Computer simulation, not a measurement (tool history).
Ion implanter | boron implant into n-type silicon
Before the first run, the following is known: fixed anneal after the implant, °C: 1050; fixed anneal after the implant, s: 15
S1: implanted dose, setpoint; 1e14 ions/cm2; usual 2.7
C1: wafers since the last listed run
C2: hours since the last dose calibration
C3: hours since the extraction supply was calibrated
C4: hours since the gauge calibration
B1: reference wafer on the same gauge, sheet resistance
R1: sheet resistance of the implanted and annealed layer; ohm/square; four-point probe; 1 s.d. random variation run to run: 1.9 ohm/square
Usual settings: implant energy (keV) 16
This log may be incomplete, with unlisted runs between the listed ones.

Run 1, hour 0: usual settings; C1 0; C2 1132.2; C3 5979.1; C4 294; B1 412.21. Result: R1 393.57 ohm/square.
Run 2, hour 73.3: usual settings; C1 1119; C2 1205.5; C3 6052.4; C4 367.3; B1 412.51. Result: R1 391.18 ohm/square.
At hour 138.1: Faraday cup replaced and dose calibrated.
Run 3, hour 154.8: usual settings; C1 1122; C2 16.7; C3 6133.9; C4 448.8; B1 412.4. Result: R1 399.84 ohm/square.
Run 4, hour 199.6: usual settings; C1 683; C2 61.5; C3 6178.7; C4 493.6; B1 412.25. Result: R1 397.31 ohm/square.
Run 5, hour 273.6: usual settings; C1 1129; C2 135.5; C3 6252.7; C4 567.6; B1 412.28. Result: R1 397.58 ohm/square.
Run 6, hour 348.3: usual settings; C1 1140; C2 210.2; C3 6327.4; C4 642.3; B1 412. Result: R1 396.94 ohm/square.
Run 7, hour 397.1: usual settings; C1 745; C2 259; C3 6376.2; C4 691.1; B1 412.31. Result: R1 401.7 ohm/square.
Run 8, hour 443.6: usual settings; C1 709; C2 305.5; C3 6422.7; C4 737.6; B1 412.77. Result: R1 398.18 ohm/square.
Run 9, hour 488.6: usual settings but S1 2.96 1e14 ions/cm2; C1 687; C2 350.5; C3 6467.7; C4 782.6; B1 412.1. Result: R1 366.13 ohm/square.
Run 10, hour 577.4: usual settings but S1 2.96 1e14 ions/cm2; C1 1355; C2 439.3; C3 6556.5; C4 871.4; B1 411.65. Result: R1 364.79 ohm/square.
Run 11, hour 624.1: usual settings but S1 2.96 1e14 ions/cm2; C1 712; C2 486; C3 6603.2; C4 918.1; B1 412.11. Result: R1 367.71 ohm/square.
At hour 684.8: gauge calibrated.
Run 12, hour 729.8: usual settings but S1 2.96 1e14 ions/cm2; C1 1613; C2 591.7; C3 6708.9; C4 45; B1 412.2. Result: R1 363.72 ohm/square.
Run 13, hour 813.5: usual settings but S1 2.13 1e14 ions/cm2, implant energy (keV) 18.5; C1 1277; C2 675.4; C3 6792.6; C4 128.7; B1 411.69. Result: R1 470.4 ohm/square.
At hour 862.1: extraction supply calibrated.
Run 14, hour 994: usual settings but S1 3 1e14 ions/cm2, implant energy (keV) 12; C1 2633; C2 855.9; C3 131.9; C4 309.2; B1 411.46. Result: R1 371.55 ohm/square.
Run 15, hour 1084.9: usual settings but implant energy (keV) 13; C1 1387; C2 946.8; C3 222.8; C4 400.1; B1 412.81. Result: R1 397.88 ohm/square.
Run 16, hour 1174.4: usual settings but S1 3.48 1e14 ions/cm2, implant energy (keV) 19.5; C1 1366; C2 1036.3; C3 312.3; C4 489.6; B1 412.18. Result: R1 309.82 ohm/square.
At hour 1258.6: Faraday cup replaced and dose calibrated.
Run 17, hour 1270.8: usual settings but S1 2.21 1e14 ions/cm2, implant energy (keV) 11.5; C1 1349; C2 12.2; C3 408.7; C4 586; B1 411.6. Result: R1 494.61 ohm/square.
Run 18, hour 1376.9: usual settings but S1 2.42 1e14 ions/cm2; C1 1619; C2 118.3; C3 514.8; C4 692.1; B1 411.47. Result: R1 443.04 ohm/square.
Run 19, hour 1419.2: usual settings; C1 645; C2 160.6; C3 557.1; C4 734.4; B1 412.44. Result: R1 397.62 ohm/square.
Run 20, hour 1484.4: usual settings but S1 3.14 1e14 ions/cm2, implant energy (keV) 12; C1 995; C2 225.8; C3 622.3; C4 799.6; B1 411.9. Result: R1 365.48 ohm/square.
Run 21, hour 1530.3: usual settings but S1 2.98 1e14 ions/cm2, implant energy (keV) 18; C1 700; C2 271.7; C3 668.2; C4 845.5; B1 411.24. Result: R1 362.43 ohm/square.
Run 22, hour 1579.6: usual settings; C1 752; C2 321; C3 717.5; C4 894.8; B1 412.65. Result: R1 398.61 ohm/square.

Below are 3 alternative next runs, each starting from the tool's condition after run 22. Predict each:
Run A, hour 1580: usual settings; C1 6; C2 321.4; C3 717.9; C4 895.2; B1 ?. Result: R1 ?.
Run B, hour 1580: usual settings but S1 3.47 1e14 ions/cm2; C1 6; C2 321.4; C3 717.9; C4 895.2; B1 ?. Result: R1 ?.
Run C, hour 1580: usual settings but S1 3.47 1e14 ions/cm2, implant energy (keV) 20; C1 6; C2 321.4; C3 717.9; C4 895.2; B1 ?. Result: R1 ?.

run      B1      R1
  A  412.08  400.34
  B  412.08   325.8
  C  412.08  317.83
Take away the tool's hidden state, keep each run's random variation, and the runs would have read:
run      R1
  A  401.05
  B  326.37
  C  318.38

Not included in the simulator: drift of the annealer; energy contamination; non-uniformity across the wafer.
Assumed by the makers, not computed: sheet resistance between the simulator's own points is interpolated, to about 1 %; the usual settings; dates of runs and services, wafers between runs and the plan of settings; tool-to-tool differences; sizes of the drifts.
